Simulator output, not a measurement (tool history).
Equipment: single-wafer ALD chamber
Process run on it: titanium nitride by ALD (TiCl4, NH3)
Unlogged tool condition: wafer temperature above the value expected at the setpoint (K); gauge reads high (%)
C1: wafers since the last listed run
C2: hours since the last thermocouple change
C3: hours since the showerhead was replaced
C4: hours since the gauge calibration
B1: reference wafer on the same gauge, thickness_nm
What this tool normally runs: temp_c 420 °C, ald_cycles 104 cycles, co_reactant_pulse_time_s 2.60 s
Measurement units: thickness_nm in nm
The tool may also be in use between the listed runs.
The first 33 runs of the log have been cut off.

Run 34, hour 407.2: usual settings but co_reactant_pulse_time_s 1.85 s; C1 27; C2 162.7; C3 123.7; C4 48.4; B1 2.120. Result: thickness_nm 2.343 nm.
Run 35, hour 419.3: usual settings but temp_c 430 °C, co_reactant_pulse_time_s 2.20 s; C1 23; C2 174.8; C3 135.8; C4 60.5; B1 2.123. Result: thickness_nm 2.361 nm.
Run 36, hour 433.9: usual settings; C1 28; C2 189.4; C3 150.4; C4 75.1; B1 2.124. Result: thickness_nm 2.369 nm.
Run 37, hour 448.8: usual settings but temp_c 426 °C, ald_cycles 92 cycles, co_reactant_pulse_time_s 2.27 s; C1 29; C2 204.3; C3 165.3; C4 90.0; B1 2.124. Result: thickness_nm 2.098 nm.
Run 38, hour 459.1: usual settings but co_reactant_pulse_time_s 3.03 s; C1 20; C2 214.6; C3 175.6; C4 100.3; B1 2.125. Result: thickness_nm 2.384 nm.
Run 39, hour 472.1: usual settings but temp_c 429 °C, ald_cycles 122 cycles; C1 25; C2 227.6; C3 188.6; C4 113.3; B1 2.126. Result: thickness_nm 2.783 nm.
Run 40, hour 489.3: usual settings; C1 33; C2 244.8; C3 205.8; C4 130.5; B1 2.127. Result: thickness_nm 2.374 nm.
Run 41, hour 497.2: usual settings but temp_c 410 °C, co_reactant_pulse_time_s 1.72 s; C1 15; C2 252.7; C3 213.7; C4 138.4; B1 2.127. Result: thickness_nm 2.347 nm.

3 ways to go on from here, each from the tool as it stands after run 41. What would each give?
Run A, hour 497.8: usual settings but temp_c 434 °C; C1 1; C2 253.3; C3 214.3; C4 139.0; B1 ?. Result: thickness_nm ?.
Run B, hour 497.8: usual settings but ald_cycles 92 cycles; C1 1; C2 253.3; C3 214.3; C4 139.0; B1 ?. Result: thickness_nm ?.
Run C, hour 497.8: usual settings but temp_c 430 °C; C1 1; C2 253.3; C3 214.3; C4 139.0; B1 ?. Result: thickness_nm ?.

run     B1  thickness_nm
  A  2.127         2.384
  B  2.127         2.107
  C  2.127         2.384
Stripped of hidden state, with their random variation kept, the same runs would have yielded:
run  thickness_nm
  A         2.375
  B         2.100
  C         2.376
